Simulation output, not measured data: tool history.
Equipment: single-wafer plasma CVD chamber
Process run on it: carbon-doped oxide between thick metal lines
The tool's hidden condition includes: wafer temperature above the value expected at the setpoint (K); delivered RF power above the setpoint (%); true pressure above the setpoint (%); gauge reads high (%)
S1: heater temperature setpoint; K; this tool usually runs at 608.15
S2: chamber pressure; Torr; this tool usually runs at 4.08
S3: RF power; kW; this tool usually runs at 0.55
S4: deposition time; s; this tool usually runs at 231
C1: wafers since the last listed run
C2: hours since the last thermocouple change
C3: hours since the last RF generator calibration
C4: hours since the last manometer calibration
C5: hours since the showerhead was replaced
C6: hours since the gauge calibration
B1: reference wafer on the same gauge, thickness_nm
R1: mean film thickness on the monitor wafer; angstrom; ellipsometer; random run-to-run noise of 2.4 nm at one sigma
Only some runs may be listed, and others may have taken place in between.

| run | hour | S1 | S2 | S3 | S4 | C1 | C2 | C3 | C4 | C5 | C6 | B1 | R1 |
|---|---|---|---|---|---|---|---|---|---|---|---|---|---|
| 1 | 0 | 608.15 | 4.08 | 0.55 | 231 | 0 | 488 | 1038 | 1670.9 | 4548 | 1421.4 | 1039.822 | 11468.93 |
| 2 | 45.2 | 608.15 | 4.08 | 0.55 | 231 | 342 | 533.2 | 1083.2 | 1716.1 | 4593.2 | 1466.6 | 1039.726 | 11407.64 |
|  | 107.7 | gauge calibrated |
| 3 | 350.3 | 608.15 | 4.08 | 0.55 | 231 | 2313 | 838.3 | 1388.3 | 2021.2 | 4898.3 | 242.6 | 1040.047 | 11397.31 |
| 4 | 458.9 | 608.15 | 4.08 | 0.55 | 231 | 823 | 946.9 | 1496.9 | 2129.8 | 5006.9 | 351.2 | 1039.645 | 11352.36 |
| 5 | 511 | 619.15 | 4.08 | 0.55 | 231 | 394 | 999 | 1549 | 2181.9 | 5059 | 403.3 | 1039.934 | 11030.75 |
| 6 | 610.8 | 619.15 | 4.08 | 0.55 | 231 | 756 | 1098.8 | 1648.8 | 2281.7 | 5158.8 | 503.1 | 1040.125 | 11048.18 |
| 7 | 655.2 | 604.15 | 4.08 | 0.55 | 231 | 336 | 1143.2 | 1693.2 | 2326.1 | 5203.2 | 547.5 | 1039.84 | 11475.08 |
| 8 | 699.2 | 604.15 | 4.08 | 0.55 | 231 | 333 | 1187.2 | 1737.2 | 2370.1 | 5247.2 | 591.5 | 1039.88 | 11456.27 |
| 9 | 807.1 | 608.15 | 4.08 | 0.6 | 231 | 818 | 1295.1 | 1845.1 | 2478 | 5355.1 | 699.4 | 1040.282 | 11659.19 |
| 10 | 861.6 | 608.15 | 4.08 | 0.6 | 231 | 413 | 1349.6 | 1899.6 | 2532.5 | 5409.6 | 753.9 | 1039.368 | 11597.86 |
| 11 | 957.8 | 608.15 | 4.08 | 0.52 | 231 | 729 | 1445.8 | 1995.8 | 2628.7 | 5505.8 | 850.1 | 1040.061 | 11051.44 |
| 12 | 1005.3 | 608.15 | 4.08 | 0.52 | 231 | 360 | 1493.3 | 2043.3 | 2676.2 | 5553.3 | 897.6 | 1040.294 | 11032.15 |
| 13 | 1089 | 608.15 | 4.08 | 0.52 | 231 | 634 | 1577 | 2127 | 2759.9 | 5637 | 981.3 | 1040.419 | 10998.67 |
| 14 | 1152.4 | 608.15 | 4.68 | 0.55 | 231 | 480 | 1640.4 | 2190.4 | 2823.3 | 5700.4 | 1044.7 | 1040.114 | 11623.72 |
|  | 1176.1 | capacitance manometer re-zeroed and calibrated |
| 15 | 1207.7 | 608.15 | 4.08 | 0.55 | 231 | 358 | 1695.7 | 2245.7 | 31.6 | 5755.7 | 1100 | 1040.02 | 11226.38 |
| 16 | 1252 | 599.15 | 5.09 | 0.505 | 277 | 335 | 1740 | 2290 | 75.9 | 5800 | 1144.3 | 1040.016 | 14108.1 |
| 17 | 1312.2 | 608.15 | 4.08 | 0.51 | 266 | 456 | 1800.2 | 2350.2 | 136.1 | 5860.2 | 1204.5 | 1039.686 | 12541.87 |
|  | 1338.1 | showerhead replaced |
| 18 | 1395.6 | 608.15 | 4.08 | 0.55 | 231 | 571 | 1883.6 | 2433.6 | 219.5 | 57.5 | 1287.9 | 1040.382 | 11199.2 |
| 19 | 1435.4 | 608.15 | 4.08 | 0.55 | 231 | 301 | 1923.4 | 2473.4 | 259.3 | 97.3 | 1327.7 | 1039.586 | 11194.93 |
| 20 | 1487.4 | 601.15 | 4.56 | 0.55 | 231 | 394 | 1975.4 | 2525.4 | 311.3 | 149.3 | 1379.7 | 1039.933 | 11720.04 |
|  | 1532.4 | RF generator calibrated |
|  | 1571 | thermocouple changed; heater temperature recalibrated |
| 21 | 1577.3 | 599.15 | 5.09 | 0.505 | 277 | 560 | 6.3 | 44.9 | 401.2 | 239.2 | 1469.6 | 1040.425 | 14564.66 |
|  | 1577.4 | gauge calibrated |
| 22 | 1634.1 | 608.15 | 4.08 | 0.55 | 269 | 430 | 63.1 | 101.7 | 458 | 296 | 56.7 | 1039.726 | 13428.67 |
| 23 | 1713.6 | 608.15 | 4.65 | 0.55 | 249 | 602 | 142.6 | 181.2 | 537.5 | 375.5 | 136.2 | 1040.315 | 12796.05 |
| 24 | 1843.6 | 608.15 | 4.08 | 0.55 | 231 | 985 | 272.6 | 311.2 | 667.5 | 505.5 | 266.2 | 1040.191 | 11523.29 |
| 25 | 1913.6 | 608.15 | 4.08 | 0.455 | 260 | 530 | 342.6 | 381.2 | 737.5 | 575.5 | 336.2 | 1040.091 | 12123.24 |
| 26 | 2001.6 | 608.15 | 4.08 | 0.63 | 275 | 667 | 430.6 | 469.2 | 825.5 | 663.5 | 424.2 | 1039.878 | 14348.99 |
| 27 | 2083.9 | 604.15 | 4.08 | 0.49 | 187 | 623 | 512.9 | 551.5 | 907.8 | 745.8 | 506.5 | 1039.875 | 9065.16 |
| 28 | 2191.1 | 608.15 | 4.86 | 0.55 | 216 | 812 | 620.1 | 658.7 | 1015 | 853 | 613.7 | 1039.963 | 11168.34 |

What if the next run were any one of these 3? Each begins from the tool's condition after run 28:
| A | 2191.6 | 608.15 | 4.08 | 0.55 | 231 | 3 | 620.6 | 659.2 | 1015.5 | 853.5 | 614.2 | ? | ? |
| B | 2191.6 | 608.15 | 4.08 | 0.475 | 247 | 3 | 620.6 | 659.2 | 1015.5 | 853.5 | 614.2 | ? | ? |
| C | 2191.6 | 608.15 | 3.21 | 0.55 | 231 | 3 | 620.6 | 659.2 | 1015.5 | 853.5 | 614.2 | ? | ? |

| run | B1 | R1 |
|---|---|---|
| A | 1040.05 | 11462.47 |
| B | 1040.05 | 11656.95 |
| C | 1040.05 | 10911.52 |
Without the tool's unlogged condition, the same runs would have read:
| run | R1 |
|---|---|
| A | 11542.95 |
| B | 11738.8 |
| C | 10988.13 |
